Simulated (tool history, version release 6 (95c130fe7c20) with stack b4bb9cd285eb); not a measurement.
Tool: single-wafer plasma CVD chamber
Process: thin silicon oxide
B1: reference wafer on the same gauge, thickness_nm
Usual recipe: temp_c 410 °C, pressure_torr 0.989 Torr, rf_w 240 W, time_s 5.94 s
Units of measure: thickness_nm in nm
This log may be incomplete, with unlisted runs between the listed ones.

run 1 hour=0.0 | temp_c=410 pressure_torr=0.989 rf_w=270 time_s=5.94 | B1=11.699 | thickness_nm=12.036
run 2 hour=4.7 | temp_c=410 pressure_torr=0.989 rf_w=270 time_s=5.94 | B1=11.704 | thickness_nm=12.152
-- hour=14.3 capacitance manometer re-zeroed and calibrated
run 3 hour=21.4 | temp_c=405 pressure_torr=0.989 rf_w=240 time_s=5.94 | B1=11.702 | thickness_nm=11.483
run 4 hour=51.8 | temp_c=410 pressure_torr=0.989 rf_w=240 time_s=5.94 | B1=11.693 | thickness_nm=11.456
-- hour=73.2 thermocouple changed; heater temperature recalibrated
run 5 hour=73.7 | temp_c=410 pressure_torr=0.989 rf_w=240 time_s=5.94 | B1=11.703 | thickness_nm=11.447
run 6 hour=81.6 | temp_c=410 pressure_torr=0.989 rf_w=240 time_s=5.94 | B1=11.706 | thickness_nm=11.449
run 7 hour=94.0 | temp_c=416 pressure_torr=0.989 rf_w=195 time_s=5.94 | B1=11.692 | thickness_nm=10.304
run 8 hour=109.1 | temp_c=410 pressure_torr=0.790 rf_w=240 time_s=6.66 | B1=11.704 | thickness_nm=11.178
run 9 hour=121.7 | temp_c=400 pressure_torr=1.165 rf_w=195 time_s=6.41 | B1=11.696 | thickness_nm=12.247
run 10 hour=132.4 | temp_c=401 pressure_torr=0.989 rf_w=240 time_s=5.94 | B1=11.706 | thickness_nm=11.475
run 11 hour=146.1 | temp_c=419 pressure_torr=1.100 rf_w=210 time_s=5.49 | B1=11.698 | thickness_nm=10.412
run 12 hour=157.0 | temp_c=402 pressure_torr=0.989 rf_w=240 time_s=5.94 | B1=11.699 | thickness_nm=11.522
run 13 hour=163.9 | temp_c=421 pressure_torr=0.989 rf_w=240 time_s=6.95 | B1=11.700 | thickness_nm=13.323
run 14 hour=170.5 | temp_c=410 pressure_torr=1.215 rf_w=240 time_s=5.94 | B1=11.699 | thickness_nm=12.670
-- hour=188.4 RF generator calibrated
run 15 hour=188.9 | temp_c=397 pressure_torr=0.915 rf_w=240 time_s=5.11 | B1=11.698 | thickness_nm=9.843
run 16 hour=193.0 | temp_c=410 pressure_torr=1.127 rf_w=255 time_s=5.94 | B1=11.694 | thickness_nm=13.110
run 17 hour=206.4 | temp_c=397 pressure_torr=0.989 rf_w=240 time_s=5.94 | B1=11.703 | thickness_nm=11.971
run 18 hour=222.7 | temp_c=410 pressure_torr=0.989 rf_w=240 time_s=5.94 | B1=11.703 | thickness_nm=11.866
run 19 hour=229.7 | temp_c=410 pressure_torr=0.989 rf_w=220 time_s=5.54 | B1=11.700 | thickness_nm=10.599
run 20 hour=240.3 | temp_c=410 pressure_torr=0.989 rf_w=240 time_s=5.94 | B1=11.704 | thickness_nm=11.880
run 21 hour=257.0 | temp_c=410 pressure_torr=0.989 rf_w=240 time_s=5.94 | B1=11.702 | thickness_nm=11.851
run 22 hour=282.3 | temp_c=410 pressure_torr=1.055 rf_w=240 time_s=5.94 | B1=11.703 | thickness_nm=12.219
run 23 hour=300.0 | temp_c=410 pressure_torr=0.989 rf_w=240 time_s=5.94 | B1=11.693 | thickness_nm=11.806
run 24 hour=312.9 | temp_c=397 pressure_torr=0.915 rf_w=240 time_s=5.11 | B1=11.700 | thickness_nm=9.760
run 25 hour=321.8 | temp_c=410 pressure_torr=0.840 rf_w=240 time_s=5.94 | B1=11.697 | thickness_nm=10.669
run 26 hour=331.6 | temp_c=410 pressure_torr=0.989 rf_w=240 time_s=5.94 | B1=11.699 | thickness_nm=11.739
run 27 hour=341.8 | temp_c=403 pressure_torr=0.744 rf_w=195 time_s=5.94 | B1=11.701 | thickness_nm=8.894
run 28 hour=355.8 | temp_c=418 pressure_torr=1.137 rf_w=225 time_s=6.72 | B1=11.703 | thickness_nm=13.792
run 29 hour=399.8 | temp_c=410 pressure_torr=0.989 rf_w=220 time_s=4.83 | B1=11.701 | thickness_nm=9.166
run 30 hour=411.8 | temp_c=410 pressure_torr=0.989 rf_w=285 time_s=5.94 | B1=11.690 | thickness_nm=12.677

Alternative continuations, all from the tool just after run 30; predict every row:
run A hour=412.2 | temp_c=410 pressure_torr=0.989 rf_w=240 time_s=6.66 | B1=? | thickness_nm=?
run B hour=412.2 | temp_c=421 pressure_torr=0.989 rf_w=260 time_s=4.90 | B1=? | thickness_nm=?
run C hour=412.2 | temp_c=410 pressure_torr=0.989 rf_w=240 time_s=6.71 | B1=? | thickness_nm=?

run=A B1=11.696 thickness_nm=13.189
run=B B1=11.696 thickness_nm=10.011
run=C B1=11.696 thickness_nm=13.288
With the hidden condition removed and each run's random variation left untouched, the same runs would have given:
run=A thickness_nm=13.443
run=B thickness_nm=10.193
run=C thickness_nm=13.544

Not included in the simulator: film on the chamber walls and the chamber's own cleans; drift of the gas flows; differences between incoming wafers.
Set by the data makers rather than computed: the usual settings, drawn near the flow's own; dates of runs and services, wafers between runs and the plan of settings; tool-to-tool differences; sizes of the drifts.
